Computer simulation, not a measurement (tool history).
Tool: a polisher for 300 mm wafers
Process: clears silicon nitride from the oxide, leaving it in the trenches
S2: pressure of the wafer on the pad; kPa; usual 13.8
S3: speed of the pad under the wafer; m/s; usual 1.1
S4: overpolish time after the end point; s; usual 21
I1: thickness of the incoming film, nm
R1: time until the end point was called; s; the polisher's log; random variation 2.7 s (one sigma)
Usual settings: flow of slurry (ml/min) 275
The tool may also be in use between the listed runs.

run 1 day=0 | flow_of_slurry_(ml/min)=275 S2=13.8 S3=1.1 S4=21 | I1=102 | R1=163.4
run 2 day=3.058 | flow_of_slurry_(ml/min)=275 S2=13.8 S3=1.1 S4=21 | I1=99.7 | R1=158.6
-- day=4.892 worn pad replaced by a new one
run 3 day=5.867 | flow_of_slurry_(ml/min)=275 S2=10.3 S3=1.1 S4=21 | I1=100.6 | R1=210.7
run 4 day=8.062 | flow_of_slurry_(ml/min)=275 S2=13.8 S3=1.1 S4=21 | I1=100.4 | R1=150.7
run 5 day=11.058 | flow_of_slurry_(ml/min)=275 S2=13.8 S3=1.1 S4=21 | I1=98.3 | R1=150.3
-- day=16.946 worn pad replaced by a new one
run 6 day=17.317 | flow_of_slurry_(ml/min)=275 S2=13.8 S3=1.1 S4=21 | I1=101.1 | R1=148.7
run 7 day=21.058 | flow_of_slurry_(ml/min)=235 S2=13.8 S3=1.1 S4=21 | I1=98.6 | R1=153.9
-- day=22.742 slurry nozzle cleaned
-- day=28.225 head pressure recalibrated
run 8 day=30.096 | flow_of_slurry_(ml/min)=235 S2=13.8 S3=1.1 S4=21 | I1=99 | R1=169.7
-- day=30.5 worn pad replaced by a new one
run 9 day=31.871 | flow_of_slurry_(ml/min)=275 S2=13.8 S3=1.24 S4=21 | I1=100.6 | R1=143.7
run 10 day=34.125 | flow_of_slurry_(ml/min)=275 S2=13.8 S3=1.1 S4=21 | I1=98.2 | R1=151.5
run 11 day=36.488 | flow_of_slurry_(ml/min)=275 S2=13.8 S3=0.76 S4=8 | I1=99.1 | R1=187.2
run 12 day=38.708 | flow_of_slurry_(ml/min)=275 S2=13.8 S3=1.1 S4=21 | I1=100.1 | R1=158.5
-- day=42.321 worn pad replaced by a new one
run 13 day=42.575 | flow_of_slurry_(ml/min)=275 S2=13.8 S3=1.48 S4=21 | I1=101.2 | R1=122.7
run 14 day=44.204 | flow_of_slurry_(ml/min)=275 S2=13.8 S3=0.78 S4=21 | I1=99.9 | R1=181.4

Run 15 comes next. What will it give?
run 15 day=47.842 | flow_of_slurry_(ml/min)=275 S2=11.7 S3=0.76 S4=28 | I1=98.3 | R1=?

{"run 15": {"R1": 226.7}}
Without the tool's hidden state the same run would have given R1 216.2 s.

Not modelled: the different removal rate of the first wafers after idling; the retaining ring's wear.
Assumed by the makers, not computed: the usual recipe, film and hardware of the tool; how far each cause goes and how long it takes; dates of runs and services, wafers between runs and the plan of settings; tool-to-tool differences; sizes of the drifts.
